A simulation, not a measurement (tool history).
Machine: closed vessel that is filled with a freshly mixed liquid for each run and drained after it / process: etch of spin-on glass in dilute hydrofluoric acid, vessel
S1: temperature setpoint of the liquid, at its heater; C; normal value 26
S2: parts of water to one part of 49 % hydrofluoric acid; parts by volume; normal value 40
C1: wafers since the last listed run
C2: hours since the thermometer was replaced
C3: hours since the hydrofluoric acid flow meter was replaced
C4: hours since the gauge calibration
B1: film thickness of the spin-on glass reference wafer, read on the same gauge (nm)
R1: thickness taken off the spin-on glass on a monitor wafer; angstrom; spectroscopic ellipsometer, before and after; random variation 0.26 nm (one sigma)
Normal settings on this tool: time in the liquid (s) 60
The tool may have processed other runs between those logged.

run 1 day=0 | S1=27.5 S2=40 time_in_the_liquid_(s)=45 | C1=0 C2=376.4 C3=2353 C4=3099.8 | B1=50.02 | R1=535.2
run 2 day=3.683 | S1=26 S2=40 time_in_the_liquid_(s)=60 | C1=10625 C2=464.8 C3=2441.4 C4=3188.2 | B1=50 | R1=671.3
run 3 day=5.796 | S1=30 S2=40 time_in_the_liquid_(s)=60 | C1=6094 C2=515.5 C3=2492.1 C4=3238.9 | B1=49.99 | R1=782.5
run 4 day=9.846 | S1=26 S2=45 time_in_the_liquid_(s)=60 | C1=11683 C2=612.7 C3=2589.3 C4=3336.1 | B1=50.01 | R1=587.4
-- day=13.758 hydrofluoric acid flow meter replaced
run 5 day=22.792 | S1=26 S2=45 time_in_the_liquid_(s)=60 | C1=37226 C2=923.4 C3=216.8 C4=3646.8 | B1=50.03 | R1=608
run 6 day=26.792 | S1=26 S2=45 time_in_the_liquid_(s)=60 | C1=11539 C2=1019.4 C3=312.8 C4=3742.8 | B1=50 | R1=605.7
run 7 day=29.754 | S1=26 S2=40 time_in_the_liquid_(s)=60 | C1=8546 C2=1090.5 C3=383.9 C4=3813.9 | B1=49.99 | R1=687.1
run 8 day=31.983 | S1=26 S2=40 time_in_the_liquid_(s)=60 | C1=6430 C2=1144 C3=437.4 C4=3867.4 | B1=49.99 | R1=690.5
run 9 day=35.062 | S1=26 S2=40 time_in_the_liquid_(s)=60 | C1=8882 C2=1217.9 C3=511.3 C4=3941.3 | B1=50 | R1=688.4
-- day=35.433 thermometer replaced
run 10 day=36.775 | S1=26 S2=40 time_in_the_liquid_(s)=40 | C1=4820 C2=32.2 C3=552.4 C4=3982.4 | B1=49.99 | R1=459.9
run 11 day=39.742 | S1=26 S2=40 time_in_the_liquid_(s)=40 | C1=8558 C2=103.4 C3=623.6 C4=4053.6 | B1=50.01 | R1=458.4
run 12 day=43.5 | S1=29 S2=25 time_in_the_liquid_(s)=75 | C1=10842 C2=193.6 C3=713.8 C4=4143.8 | B1=50.01 | R1=1583.8
-- day=45.6 gauge calibrated
run 13 day=45.996 | S1=26 S2=40 time_in_the_liquid_(s)=60 | C1=7200 C2=253.5 C3=773.7 C4=9.5 | B1=49.99 | R1=685.1
run 14 day=48.496 | S1=26 S2=40 time_in_the_liquid_(s)=60 | C1=7212 C2=313.5 C3=833.7 C4=69.5 | B1=49.99 | R1=679.5
run 15 day=52.375 | S1=26 S2=40 time_in_the_liquid_(s)=60 | C1=11190 C2=406.6 C3=926.8 C4=162.6 | B1=49.99 | R1=681.9
run 16 day=56.646 | S1=21.5 S2=55 time_in_the_liquid_(s)=70 | C1=12320 C2=509.1 C3=1029.3 C4=265.1 | B1=49.99 | R1=473.3
run 17 day=58.525 | S1=26 S2=40 time_in_the_liquid_(s)=30 | C1=5421 C2=554.2 C3=1074.4 C4=310.2 | B1=50.02 | R1=343.5
run 18 day=60.946 | S1=26 S2=55 time_in_the_liquid_(s)=70 | C1=6983 C2=612.3 C3=1132.5 C4=368.3 | B1=49.99 | R1=564.1
run 19 day=62.85 | S1=24.5 S2=40 time_in_the_liquid_(s)=85 | C1=5493 C2=658 C3=1178.2 C4=414 | B1=49.98 | R1=907.8
run 20 day=65.058 | S1=27.5 S2=40 time_in_the_liquid_(s)=90 | C1=6370 C2=711 C3=1231.2 C4=467 | B1=49.98 | R1=1089.6
run 21 day=68.517 | S1=26 S2=45 time_in_the_liquid_(s)=50 | C1=9976 C2=794 C3=1314.2 C4=550 | B1=50.01 | R1=496.7
run 22 day=74.975 | S1=21.5 S2=40 time_in_the_liquid_(s)=90 | C1=18631 C2=949 C3=1469.2 C4=705 | B1=50.01 | R1=842
run 23 day=76.592 | S1=26 S2=40 time_in_the_liquid_(s)=60 | C1=4663 C2=987.8 C3=1508 C4=743.8 | B1=49.99 | R1=675
run 24 day=80.646 | S1=22.5 S2=45 time_in_the_liquid_(s)=85 | C1=11695 C2=1085.1 C3=1605.3 C4=841.1 | B1=50.03 | R1=735.7
-- day=81.733 thermometer replaced
run 25 day=83.071 | S1=23.5 S2=30 time_in_the_liquid_(s)=80 | C1=6875 C2=32.1 C3=1663.5 C4=899.3 | B1=49.99 | R1=1107.9
run 26 day=85.183 | S1=21.5 S2=30 time_in_the_liquid_(s)=30 | C1=6094 C2=82.8 C3=1714.2 C4=950 | B1=49.98 | R1=380.9
run 27 day=89.225 | S1=26 S2=50 time_in_the_liquid_(s)=30 | C1=11659 C2=179.8 C3=1811.2 C4=1047 | B1=50.01 | R1=267.4
run 28 day=91.033 | S1=28.5 S2=25 time_in_the_liquid_(s)=60 | C1=5216 C2=223.2 C3=1854.6 C4=1090.4 | B1=50 | R1=1224.2
run 29 day=95.442 | S1=26 S2=40 time_in_the_liquid_(s)=60 | C1=12717 C2=329 C3=1960.4 C4=1196.2 | B1=49.98 | R1=674.3
run 30 day=99.75 | S1=24.5 S2=40 time_in_the_liquid_(s)=60 | C1=12428 C2=432.4 C3=2063.8 C4=1299.6 | B1=50 | R1=636.7
run 31 day=104.25 | S1=24 S2=30 time_in_the_liquid_(s)=50 | C1=12981 C2=540.4 C3=2171.8 C4=1407.6 | B1=49.96 | R1=697.5
run 32 day=106.492 | S1=31 S2=30 time_in_the_liquid_(s)=75 | C1=6466 C2=594.2 C3=2225.6 C4=1461.4 | B1=49.98 | R1=1386.8
run 33 day=110.908 | S1=31 S2=30 time_in_the_liquid_(s)=75 | C1=12741 C2=700.2 C3=2331.6 C4=1567.4 | B1=50 | R1=1388.4

State the hidden condition of the tool at each of the runs:
liquid hotter than its thermometer reads (K): 0 in every run
gauge reads high (%): 0 in every run
H1: hydrofluoric acid flow below the setpoint (%)
run=1 H1=3.02
run=2 H1=3.13
run=3 H1=3.18
run=4 H1=3.3
run=5 H1=0.39
run=6 H1=0.501
run=7 H1=0.584
run=8 H1=0.646
run=9 H1=0.732
run=10 H1=0.78
run=11 H1=0.863
run=12 H1=0.968
run=13 H1=1.04
run=14 H1=1.11
run=15 H1=1.22
run=16 H1=1.34
run=17 H1=1.39
run=18 H1=1.46
run=19 H1=1.51
run=20 H1=1.57
run=21 H1=1.67
run=22 H1=1.85
run=23 H1=1.89
run=24 H1=2.01
run=25 H1=2.07
run=26 H1=2.13
run=27 H1=2.24
run=28 H1=2.3
run=29 H1=2.42
run=30 H1=2.54
run=31 H1=2.66
run=32 H1=2.73
run=33 H1=2.85

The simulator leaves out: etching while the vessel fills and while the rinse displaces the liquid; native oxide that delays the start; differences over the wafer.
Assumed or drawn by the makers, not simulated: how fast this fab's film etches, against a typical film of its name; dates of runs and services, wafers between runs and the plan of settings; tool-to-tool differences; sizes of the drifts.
